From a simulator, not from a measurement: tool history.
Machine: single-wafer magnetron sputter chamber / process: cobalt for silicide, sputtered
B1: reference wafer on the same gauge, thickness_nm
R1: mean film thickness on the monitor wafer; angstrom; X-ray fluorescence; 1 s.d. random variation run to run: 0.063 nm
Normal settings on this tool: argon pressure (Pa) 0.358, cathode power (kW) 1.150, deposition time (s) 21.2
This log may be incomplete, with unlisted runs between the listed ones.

{"run": 1, "hour": 0.0, "argon pressure (Pa)": 0.358, "cathode power (kW)": 1.15, "deposition time (s)": 21.2, "B1": 10.328, "R1": 124.92}
{"run": 2, "hour": 92.6, "argon pressure (Pa)": 0.358, "cathode power (kW)": 1.15, "deposition time (s)": 21.2, "B1": 10.311, "R1": 124.64}
{"hour": 127.6, "done": "gauge calibrated"}
{"run": 3, "hour": 255.5, "argon pressure (Pa)": 0.358, "cathode power (kW)": 1.15, "deposition time (s)": 21.2, "B1": 10.319, "R1": 125.38}
{"run": 4, "hour": 304.9, "argon pressure (Pa)": 0.358, "cathode power (kW)": 0.95, "deposition time (s)": 21.2, "B1": 10.315, "R1": 107.79}
{"run": 5, "hour": 403.6, "argon pressure (Pa)": 0.358, "cathode power (kW)": 1.15, "deposition time (s)": 21.2, "B1": 10.313, "R1": 124.91}
{"run": 6, "hour": 479.4, "argon pressure (Pa)": 0.358, "cathode power (kW)": 1.15, "deposition time (s)": 21.2, "B1": 10.314, "R1": 125.0}
{"hour": 525.3, "done": "sputter target and shields replaced"}
{"run": 7, "hour": 579.3, "argon pressure (Pa)": 0.358, "cathode power (kW)": 1.15, "deposition time (s)": 21.2, "B1": 10.275, "R1": 124.11}
{"run": 8, "hour": 625.0, "argon pressure (Pa)": 0.358, "cathode power (kW)": 1.15, "deposition time (s)": 21.2, "B1": 10.297, "R1": 123.25}
{"run": 9, "hour": 682.2, "argon pressure (Pa)": 0.358, "cathode power (kW)": 1.15, "deposition time (s)": 21.2, "B1": 10.309, "R1": 125.14}
{"run": 10, "hour": 750.2, "argon pressure (Pa)": 0.358, "cathode power (kW)": 1.15, "deposition time (s)": 21.2, "B1": 10.315, "R1": 123.71}
{"run": 11, "hour": 824.4, "argon pressure (Pa)": 0.358, "cathode power (kW)": 1.15, "deposition time (s)": 21.2, "B1": 10.321, "R1": 124.96}
{"run": 12, "hour": 902.7, "argon pressure (Pa)": 0.358, "cathode power (kW)": 1.15, "deposition time (s)": 21.2, "B1": 10.293, "R1": 124.42}
{"run": 13, "hour": 977.1, "argon pressure (Pa)": 0.358, "cathode power (kW)": 1.15, "deposition time (s)": 21.2, "B1": 10.283, "R1": 125.0}
{"run": 14, "hour": 1041.7, "argon pressure (Pa)": 0.293, "cathode power (kW)": 1.15, "deposition time (s)": 21.2, "B1": 10.301, "R1": 127.1}
{"hour": 1071.8, "done": "sputter target and shields replaced"}
{"run": 15, "hour": 1144.7, "argon pressure (Pa)": 0.293, "cathode power (kW)": 1.15, "deposition time (s)": 21.2, "B1": 10.295, "R1": 128.36}
{"hour": 1201.2, "done": "capacitance manometer re-zeroed and calibrated"}
{"run": 16, "hour": 1218.6, "argon pressure (Pa)": 0.293, "cathode power (kW)": 1.15, "deposition time (s)": 21.2, "B1": 10.286, "R1": 127.18}
{"run": 17, "hour": 1320.2, "argon pressure (Pa)": 0.304, "cathode power (kW)": 1.0, "deposition time (s)": 19.2, "B1": 10.315, "R1": 102.76}
{"run": 18, "hour": 1411.6, "argon pressure (Pa)": 0.428, "cathode power (kW)": 0.85, "deposition time (s)": 21.2, "B1": 10.326, "R1": 96.59}
{"hour": 1445.9, "done": "magnet pack replaced"}
{"hour": 1605.6, "done": "sputter target and shields replaced"}
{"run": 19, "hour": 1619.2, "argon pressure (Pa)": 0.399, "cathode power (kW)": 1.15, "deposition time (s)": 23.4, "B1": 10.304, "R1": 133.43}
{"run": 20, "hour": 1715.8, "argon pressure (Pa)": 0.358, "cathode power (kW)": 1.15, "deposition time (s)": 21.2, "B1": 10.269, "R1": 122.63}
{"run": 21, "hour": 1777.2, "argon pressure (Pa)": 0.317, "cathode power (kW)": 1.05, "deposition time (s)": 23.3, "B1": 10.315, "R1": 129.37}
{"run": 22, "hour": 1864.2, "argon pressure (Pa)": 0.231, "cathode power (kW)": 1.3, "deposition time (s)": 19.5, "B1": 10.302, "R1": 130.99}
{"run": 23, "hour": 1910.3, "argon pressure (Pa)": 0.301, "cathode power (kW)": 1.15, "deposition time (s)": 17.0, "B1": 10.308, "R1": 101.14}
{"run": 24, "hour": 1950.9, "argon pressure (Pa)": 0.456, "cathode power (kW)": 1.15, "deposition time (s)": 21.2, "B1": 10.294, "R1": 119.05}
{"hour": 1963.9, "done": "gauge calibrated"}
{"run": 25, "hour": 2021.7, "argon pressure (Pa)": 0.358, "cathode power (kW)": 1.15, "deposition time (s)": 21.2, "B1": 10.311, "R1": 123.58}
{"hour": 2049.3, "done": "sputter target and shields replaced"}
{"run": 26, "hour": 2094.5, "argon pressure (Pa)": 0.358, "cathode power (kW)": 1.15, "deposition time (s)": 21.2, "B1": 10.301, "R1": 124.39}
{"run": 27, "hour": 2175.0, "argon pressure (Pa)": 0.239, "cathode power (kW)": 1.05, "deposition time (s)": 22.5, "B1": 10.312, "R1": 129.02}
{"run": 28, "hour": 2256.9, "argon pressure (Pa)": 0.269, "cathode power (kW)": 1.15, "deposition time (s)": 18.2, "B1": 10.322, "R1": 109.86}
{"run": 29, "hour": 2331.2, "argon pressure (Pa)": 0.499, "cathode power (kW)": 1.05, "deposition time (s)": 17.2, "B1": 10.274, "R1": 89.64}
{"run": 30, "hour": 2371.3, "argon pressure (Pa)": 0.358, "cathode power (kW)": 1.25, "deposition time (s)": 17.2, "B1": 10.287, "R1": 107.19}
{"run": 31, "hour": 2439.2, "argon pressure (Pa)": 0.358, "cathode power (kW)": 1.15, "deposition time (s)": 21.2, "B1": 10.287, "R1": 124.12}
{"hour": 2513.6, "done": "sputter target and shields replaced"}
{"run": 32, "hour": 2526.2, "argon pressure (Pa)": 0.358, "cathode power (kW)": 1.15, "deposition time (s)": 21.2, "B1": 10.314, "R1": 124.44}
{"run": 33, "hour": 2592.7, "argon pressure (Pa)": 0.396, "cathode power (kW)": 1.0, "deposition time (s)": 21.2, "B1": 10.304, "R1": 110.17}

Predict each of these 5 candidate next runs independently; none follows another, all start after run 33:
{"run": "A", "hour": 2593.1, "argon pressure (Pa)": 0.431, "cathode power (kW)": 1.15, "deposition time (s)": 21.2, "B1": "?", "R1": "?"}
{"run": "B", "hour": 2593.1, "argon pressure (Pa)": 0.292, "cathode power (kW)": 1.4, "deposition time (s)": 21.2, "B1": "?", "R1": "?"}
{"run": "C", "hour": 2593.1, "argon pressure (Pa)": 0.226, "cathode power (kW)": 1.3, "deposition time (s)": 21.2, "B1": "?", "R1": "?"}
{"run": "D", "hour": 2593.1, "argon pressure (Pa)": 0.471, "cathode power (kW)": 1.15, "deposition time (s)": 18.7, "B1": "?", "R1": "?"}
{"run": "E", "hour": 2593.1, "argon pressure (Pa)": 0.299, "cathode power (kW)": 1.15, "deposition time (s)": 21.2, "B1": "?", "R1": "?"}

run=A B1=10.267 R1=122.44
run=B B1=10.267 R1=149.86
run=C B1=10.267 R1=144.55
run=D B1=10.267 R1=106.55
run=E B1=10.267 R1=128.10
The same runs, with their run-to-run variation unchanged, on a tool lacking any hidden condition would have given:
run=A R1=120.57
run=B R1=148.41
run=C R1=143.55
run=D R1=104.75
run=E R1=126.83

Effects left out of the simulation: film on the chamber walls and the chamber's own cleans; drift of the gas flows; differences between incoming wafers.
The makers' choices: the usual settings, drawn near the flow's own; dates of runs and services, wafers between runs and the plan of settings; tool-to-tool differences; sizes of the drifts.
